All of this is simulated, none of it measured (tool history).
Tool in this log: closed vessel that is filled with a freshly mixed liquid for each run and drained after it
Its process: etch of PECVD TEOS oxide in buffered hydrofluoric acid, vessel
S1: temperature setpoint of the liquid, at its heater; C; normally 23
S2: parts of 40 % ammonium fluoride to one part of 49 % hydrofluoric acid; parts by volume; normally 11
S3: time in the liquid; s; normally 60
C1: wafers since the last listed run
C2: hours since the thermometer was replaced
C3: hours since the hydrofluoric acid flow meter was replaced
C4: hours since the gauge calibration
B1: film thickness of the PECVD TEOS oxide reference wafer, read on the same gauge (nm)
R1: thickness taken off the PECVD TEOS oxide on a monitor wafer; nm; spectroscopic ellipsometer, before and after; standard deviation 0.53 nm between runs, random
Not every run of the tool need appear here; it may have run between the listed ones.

run,hour,S1,S2,S3,C1,C2,C3,C4,B1,R1
1,0,23,11,80,0,1813,145.8,246.3,70.01,186.65
2,49.5,23,11,75,5545,1862.5,195.3,295.8,70.02,176.53
3,82.5,23,11,75,3696,1895.5,228.3,328.8,70.03,176.46
4,115.8,23,11,75,3730,1928.8,261.6,362.1,70.02,177.47
5,169.4,23,11,60,6004,1982.4,315.2,415.7,70.01,142.07
6,221.5,23,11,60,5836,2034.5,367.3,467.8,70.01,141.23
7,273.1,23,11,60,5780,2086.1,418.9,519.4,70.02,143.57
8,337.6,23,12.5,60,7225,2150.6,483.4,583.9,69.96,126.93
9,375.7,23,11,60,4268,2188.7,521.5,622,70,144.58
10,442.4,23,11,60,7471,2255.4,588.2,688.7,69.98,145.08
11,473.1,23,11,60,3439,2286.1,618.9,719.4,70,145.47
# hour 474.3: thermometer replaced
12,512.9,23,11,35,4346,38.6,658.7,759.2,70.02,82.47
13,566.4,23,11,35,5993,92.1,712.2,812.7,69.98,82.96
14,627.5,23,11,60,6844,153.2,773.3,873.8,70,142.18
15,690.9,23,11,60,7102,216.6,836.7,937.2,70,143.65
16,715.2,23,11,60,2722,240.9,861,961.5,70,143.12
17,751,28,8.5,30,4010,276.7,896.8,997.3,70.01,117.65

The next listed run, before its measurement:
# hour 776.5: hydrofluoric acid flow meter replaced
18,778.3,19,9.5,85,2946,304,1.8,1024.6,?,?

Run 18 came out at B1 70.02, R1 174.63 nm.
Without the tool's hidden state the same run would have given R1 173.55 nm.
